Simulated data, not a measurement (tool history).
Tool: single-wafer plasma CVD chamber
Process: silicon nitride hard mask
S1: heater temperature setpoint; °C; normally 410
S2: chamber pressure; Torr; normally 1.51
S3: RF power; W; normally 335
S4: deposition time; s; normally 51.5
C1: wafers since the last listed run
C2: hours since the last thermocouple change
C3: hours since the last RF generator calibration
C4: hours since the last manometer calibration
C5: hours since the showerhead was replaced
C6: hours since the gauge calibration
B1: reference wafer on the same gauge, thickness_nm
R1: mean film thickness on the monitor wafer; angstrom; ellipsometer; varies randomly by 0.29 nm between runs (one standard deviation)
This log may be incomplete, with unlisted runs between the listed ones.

| run | hour | S1 | S2 | S3 | S4 | C1 | C2 | C3 | C4 | C5 | C6 | B1 | R1 |
|---|---|---|---|---|---|---|---|---|---|---|---|---|---|
| 1 | 0.0 | 410 | 1.51 | 335 | 51.5 | 0 | 1117.1 | 725.1 | 3040.9 | 6225.3 | 324.7 | 74.545 | 645.92 |
| 2 | 10.8 | 410 | 1.51 | 335 | 51.5 | 246 | 1127.9 | 735.9 | 3051.7 | 6236.1 | 335.5 | 74.775 | 646.38 |
| 3 | 24.3 | 410 | 1.51 | 335 | 51.5 | 308 | 1141.4 | 749.4 | 3065.2 | 6249.6 | 349.0 | 74.752 | 649.38 |
| 4 | 48.0 | 410 | 1.51 | 335 | 51.5 | 541 | 1165.1 | 773.1 | 3088.9 | 6273.3 | 372.7 | 74.817 | 646.46 |
|  | 60.8 | showerhead replaced, of another model than before |
| 5 | 61.8 | 410 | 1.51 | 335 | 51.5 | 132 | 1178.9 | 786.9 | 3102.7 | 1.0 | 386.5 | 74.796 | 655.82 |
|  | 62.0 | gauge calibrated |
| 6 | 77.6 | 410 | 1.51 | 335 | 51.5 | 360 | 1194.7 | 802.7 | 3118.5 | 16.8 | 15.6 | 74.723 | 654.66 |
| 7 | 93.1 | 410 | 1.68 | 335 | 57.3 | 354 | 1210.2 | 818.2 | 3134.0 | 32.3 | 31.1 | 74.763 | 752.15 |
| 8 | 103.0 | 410 | 1.68 | 335 | 57.3 | 226 | 1220.1 | 828.1 | 3143.9 | 42.2 | 41.0 | 74.781 | 752.52 |
| 9 | 115.6 | 410 | 1.68 | 335 | 57.3 | 287 | 1232.7 | 840.7 | 3156.5 | 54.8 | 53.6 | 74.666 | 751.95 |
| 10 | 128.3 | 410 | 1.39 | 335 | 51.5 | 290 | 1245.4 | 853.4 | 3169.2 | 67.5 | 66.3 | 74.701 | 640.31 |
| 11 | 141.5 | 410 | 1.51 | 360 | 51.5 | 301 | 1258.6 | 866.6 | 3182.4 | 80.7 | 79.5 | 74.782 | 676.13 |
| 12 | 157.2 | 419 | 1.80 | 270 | 46.8 | 358 | 1274.3 | 882.3 | 3198.1 | 96.4 | 95.2 | 74.793 | 573.16 |
| 13 | 168.7 | 404 | 1.51 | 275 | 61.5 | 262 | 1285.8 | 893.8 | 3209.6 | 107.9 | 106.7 | 74.654 | 726.87 |
| 14 | 192.7 | 404 | 1.83 | 335 | 51.5 | 548 | 1309.8 | 917.8 | 3233.6 | 131.9 | 130.7 | 74.648 | 692.24 |
| 15 | 203.3 | 410 | 1.51 | 335 | 51.5 | 242 | 1320.4 | 928.4 | 3244.2 | 142.5 | 141.3 | 74.684 | 657.01 |
|  | 218.5 | thermocouple changed; heater temperature recalibrated |
|  | 219.5 | capacitance manometer re-zeroed and calibrated |
| 16 | 220.0 | 410 | 1.51 | 335 | 51.5 | 174 | 1.5 | 945.1 | 0.5 | 159.2 | 158.0 | 74.770 | 653.41 |
|  | 235.0 | RF generator calibrated |
| 17 | 235.5 | 410 | 1.37 | 365 | 42.5 | 171 | 17.0 | 0.5 | 16.0 | 174.7 | 173.5 | 74.735 | 559.90 |

What will run 18 give?
| 18 | 242.9 | 410 | 1.51 | 335 | 51.5 | 169 | 24.4 | 7.9 | 23.4 | 182.1 | 180.9 | ? | ? |

Logged for run 18: B1 74.714, R1 677.17 angstrom.
Minus the tool's unlogged condition, the same run would have read R1 680.76 angstrom.
